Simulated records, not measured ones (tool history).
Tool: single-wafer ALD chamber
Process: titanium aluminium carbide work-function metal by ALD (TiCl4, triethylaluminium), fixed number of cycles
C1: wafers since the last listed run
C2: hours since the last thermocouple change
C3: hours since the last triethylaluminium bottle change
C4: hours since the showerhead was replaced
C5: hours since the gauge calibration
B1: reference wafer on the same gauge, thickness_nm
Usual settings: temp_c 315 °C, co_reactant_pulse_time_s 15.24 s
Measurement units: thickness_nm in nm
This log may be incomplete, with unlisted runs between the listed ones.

run 1 hour=0 | temp_c=315 co_reactant_pulse_time_s=15.24 | C1=0 C2=2167.3 C3=1165 C4=3621.8 C5=129.4 | B1=2.57 | thickness_nm=2.316
run 2 hour=29.2 | temp_c=306 co_reactant_pulse_time_s=15.24 | C1=433 C2=2196.5 C3=1194.2 C4=3651 C5=158.6 | B1=2.568 | thickness_nm=2.225
run 3 hour=57.8 | temp_c=315 co_reactant_pulse_time_s=15.24 | C1=424 C2=2225.1 C3=1222.8 C4=3679.6 C5=187.2 | B1=2.569 | thickness_nm=2.303
run 4 hour=73.4 | temp_c=315 co_reactant_pulse_time_s=19.86 | C1=231 C2=2240.7 C3=1238.4 C4=3695.2 C5=202.8 | B1=2.571 | thickness_nm=2.368
run 5 hour=91.5 | temp_c=311 co_reactant_pulse_time_s=15.24 | C1=268 C2=2258.8 C3=1256.5 C4=3713.3 C5=220.9 | B1=2.569 | thickness_nm=2.245
run 6 hour=104.1 | temp_c=311 co_reactant_pulse_time_s=15.24 | C1=186 C2=2271.4 C3=1269.1 C4=3725.9 C5=233.5 | B1=2.57 | thickness_nm=2.24
run 7 hour=132.6 | temp_c=311 co_reactant_pulse_time_s=15.24 | C1=422 C2=2299.9 C3=1297.6 C4=3754.4 C5=262 | B1=2.571 | thickness_nm=2.229
run 8 hour=163.5 | temp_c=325 co_reactant_pulse_time_s=15.24 | C1=458 C2=2330.8 C3=1328.5 C4=3785.3 C5=292.9 | B1=2.571 | thickness_nm=2.364
run 9 hour=195.8 | temp_c=325 co_reactant_pulse_time_s=15.24 | C1=479 C2=2363.1 C3=1360.8 C4=3817.6 C5=325.2 | B1=2.571 | thickness_nm=2.34
-- hour=207.3 triethylaluminium bottle replaced
run 10 hour=212.8 | temp_c=322 co_reactant_pulse_time_s=11.4 | C1=133 C2=2380.1 C3=5.5 C4=3834.6 C5=342.2 | B1=2.568 | thickness_nm=2.397
run 11 hour=240.6 | temp_c=330 co_reactant_pulse_time_s=20.29 | C1=412 C2=2407.9 C3=33.3 C4=3862.4 C5=370 | B1=2.569 | thickness_nm=2.564
-- hour=275.1 showerhead replaced
run 12 hour=275.6 | temp_c=315 co_reactant_pulse_time_s=20.87 | C1=400 C2=2442.9 C3=68.3 C4=0.5 C5=405 | B1=2.57 | thickness_nm=2.402
run 13 hour=287.3 | temp_c=315 co_reactant_pulse_time_s=20.87 | C1=173 C2=2454.6 C3=80 C4=12.2 C5=416.7 | B1=2.571 | thickness_nm=2.404
-- hour=311.9 gauge calibrated
-- hour=328.1 thermocouple changed; heater temperature recalibrated
run 14 hour=328.6 | temp_c=304 co_reactant_pulse_time_s=10.97 | C1=494 C2=0.5 C3=121.3 C4=53.5 C5=16.7 | B1=2.572 | thickness_nm=2.2
run 15 hour=342.9 | temp_c=311 co_reactant_pulse_time_s=20.7 | C1=212 C2=14.8 C3=135.6 C4=67.8 C5=31 | B1=2.57 | thickness_nm=2.358
run 16 hour=360.4 | temp_c=311 co_reactant_pulse_time_s=15.24 | C1=259 C2=32.3 C3=153.1 C4=85.3 C5=48.5 | B1=2.57 | thickness_nm=2.342
run 17 hour=389.3 | temp_c=306 co_reactant_pulse_time_s=20.19 | C1=428 C2=61.2 C3=182 C4=114.2 C5=77.4 | B1=2.57 | thickness_nm=2.313
run 18 hour=411.9 | temp_c=315 co_reactant_pulse_time_s=15.24 | C1=335 C2=83.8 C3=204.6 C4=136.8 C5=100 | B1=2.571 | thickness_nm=2.387
run 19 hour=439 | temp_c=315 co_reactant_pulse_time_s=12.54 | C1=402 C2=110.9 C3=231.7 C4=163.9 C5=127.1 | B1=2.569 | thickness_nm=2.351
run 20 hour=468.9 | temp_c=310 co_reactant_pulse_time_s=17.05 | C1=443 C2=140.8 C3=261.6 C4=193.8 C5=157 | B1=2.571 | thickness_nm=2.343
run 21 hour=503.2 | temp_c=315 co_reactant_pulse_time_s=10.45 | C1=508 C2=175.1 C3=295.9 C4=228.1 C5=191.3 | B1=2.569 | thickness_nm=2.278

Forecast each of these 5 alternatives for the next run:
run A hour=503.6 | temp_c=315 co_reactant_pulse_time_s=15.24 | C1=5 C2=175.5 C3=296.3 C4=228.5 C5=191.7 | B1=? | thickness_nm=?
run B hour=503.6 | temp_c=315 co_reactant_pulse_time_s=13.53 | C1=5 C2=175.5 C3=296.3 C4=228.5 C5=191.7 | B1=? | thickness_nm=?
run C hour=503.6 | temp_c=326 co_reactant_pulse_time_s=9.79 | C1=5 C2=175.5 C3=296.3 C4=228.5 C5=191.7 | B1=? | thickness_nm=?
run D hour=503.6 | temp_c=323 co_reactant_pulse_time_s=11.72 | C1=5 C2=175.5 C3=296.3 C4=228.5 C5=191.7 | B1=? | thickness_nm=?
run E hour=503.6 | temp_c=308 co_reactant_pulse_time_s=11.35 | C1=5 C2=175.5 C3=296.3 C4=228.5 C5=191.7 | B1=? | thickness_nm=?

run=A B1=2.571 thickness_nm=2.389
run=B B1=2.571 thickness_nm=2.371
run=C B1=2.571 thickness_nm=2.353
run=D B1=2.571 thickness_nm=2.416
run=E B1=2.571 thickness_nm=2.249
Stripped of hidden state, with their random variation kept, the same runs would have yielded:
run=A thickness_nm=2.392
run=B thickness_nm=2.378
run=C thickness_nm=2.374
run=D thickness_nm=2.428
run=E thickness_nm=2.262

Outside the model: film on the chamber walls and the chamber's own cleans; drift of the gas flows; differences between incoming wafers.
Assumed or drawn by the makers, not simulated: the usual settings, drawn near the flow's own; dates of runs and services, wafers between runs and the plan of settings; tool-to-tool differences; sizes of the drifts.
